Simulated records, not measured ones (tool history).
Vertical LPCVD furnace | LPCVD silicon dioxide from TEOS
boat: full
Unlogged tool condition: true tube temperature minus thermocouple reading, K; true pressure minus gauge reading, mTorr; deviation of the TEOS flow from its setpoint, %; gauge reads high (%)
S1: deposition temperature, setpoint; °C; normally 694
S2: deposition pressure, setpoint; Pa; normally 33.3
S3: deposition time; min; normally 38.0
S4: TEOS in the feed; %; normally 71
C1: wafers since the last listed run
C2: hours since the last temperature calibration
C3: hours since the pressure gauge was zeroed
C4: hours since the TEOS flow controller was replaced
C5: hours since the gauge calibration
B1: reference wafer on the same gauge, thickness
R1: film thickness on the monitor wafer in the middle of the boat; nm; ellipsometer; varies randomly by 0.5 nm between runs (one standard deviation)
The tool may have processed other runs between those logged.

run   hour   S1    S2    S3  S4   C1      C2      C3      C4     C5      B1      R1
  1    0.0  694  33.3  38.0  71    0  1545.3  1270.2  5911.9   53.1  188.17  248.51
  2   15.5  694  33.3  38.0  71  223  1560.8  1285.7  5927.4   68.6  187.93  249.48
  3   34.0  694  33.3  38.0  71  267  1579.3  1304.2  5945.9   87.1  187.97  247.56
  4   51.5  694  33.3  38.0  71  252  1596.8  1321.7  5963.4  104.6  187.89  249.19
  5   68.1  694  33.3  38.0  71  239  1613.4  1338.3  5980.0  121.2  188.01  248.71
  6   74.7  694  33.3  38.0  71   95  1620.0  1344.9  5986.6  127.8  188.13  248.80
  7   81.7  694  33.3  38.0  71  101  1627.0  1351.9  5993.6  134.8  187.97  249.02
  8   90.9  694  33.3  44.5  71  132  1636.2  1361.1  6002.8  144.0  188.06  292.96
  9  105.4  694  33.3  38.0  71  209  1650.7  1375.6  6017.3  158.5  188.19  247.48
 10  120.5  694  33.3  38.0  71  218  1665.8  1390.7  6032.4  173.6  187.95  248.36
     146.4  -- pressure gauge zeroed
     158.9  -- thermocouples replaced and temperature profile calibrated
 11  159.7  694  33.3  38.0  71   39     0.8    13.3  6071.6  212.8  188.19  227.83
 12  168.3  694  33.3  38.0  71  124     9.4    21.9  6080.2  221.4  188.16  229.13
 13  174.9  694  33.3  38.0  71   95    16.0    28.5  6086.8  228.0  188.03  229.12
 14  191.2  687  41.3  46.5  58  235    32.3    44.8  6103.1  244.3  187.99  240.07
     197.1  -- gauge calibrated
     228.5  -- TEOS flow controller replaced
 15  229.0  694  33.3  32.5  71  199    70.1    82.6     0.5   31.9  187.98  197.26
 16  233.6  694  36.7  47.0  85   66    74.7    87.2     5.1   36.5  187.93  328.82
 17  238.2  682  33.3  38.0  71   66    79.3    91.8     9.7   41.1  188.02  173.91
 18  250.0  691  33.3  38.0  71  170    91.1   103.6    21.5   52.9  187.94  216.05
 19  259.6  694  33.3  38.0  71  138   100.7   113.2    31.1   62.5  188.08  232.27
 20  278.9  694  33.3  38.0  71  278   120.0   132.5    50.4   81.8  188.03  232.31
 21  295.9  686  33.3  38.0  61  245   137.0   149.5    67.4   98.8  187.76  178.84
 22  311.2  694  37.3  38.0  71  220   152.3   164.8    82.7  114.1  187.98  246.86
 23  318.0  694  33.3  52.0  71   98   159.1   171.6    89.5  120.9  188.08  319.33
 24  325.2  694  33.3  38.0  71  103   166.3   178.8    96.7  128.1  188.15  234.36

Below are 4 alternative next runs, each starting from the tool's condition after run 24. Predict each:
  A  329.9  694  33.3  48.0  71  67  171.0  183.5  101.4  132.8   ?   ?
  B  329.9  684  30.0  38.0  62  67  171.0  183.5  101.4  132.8   ?   ?
  C  329.9  702  33.3  25.5  62  67  171.0  183.5  101.4  132.8   ?   ?
  D  329.9  706  26.0  42.5  63  67  171.0  183.5  101.4  132.8   ?   ?

run      B1      R1
  A  187.99  294.16
  B  187.99  162.84
  C  187.99  175.93
  D  187.99  286.20
What these runs would have given with no unlogged condition in the tool:
run      R1
  A  284.29
  B  157.26
  C  170.13
  D  276.83
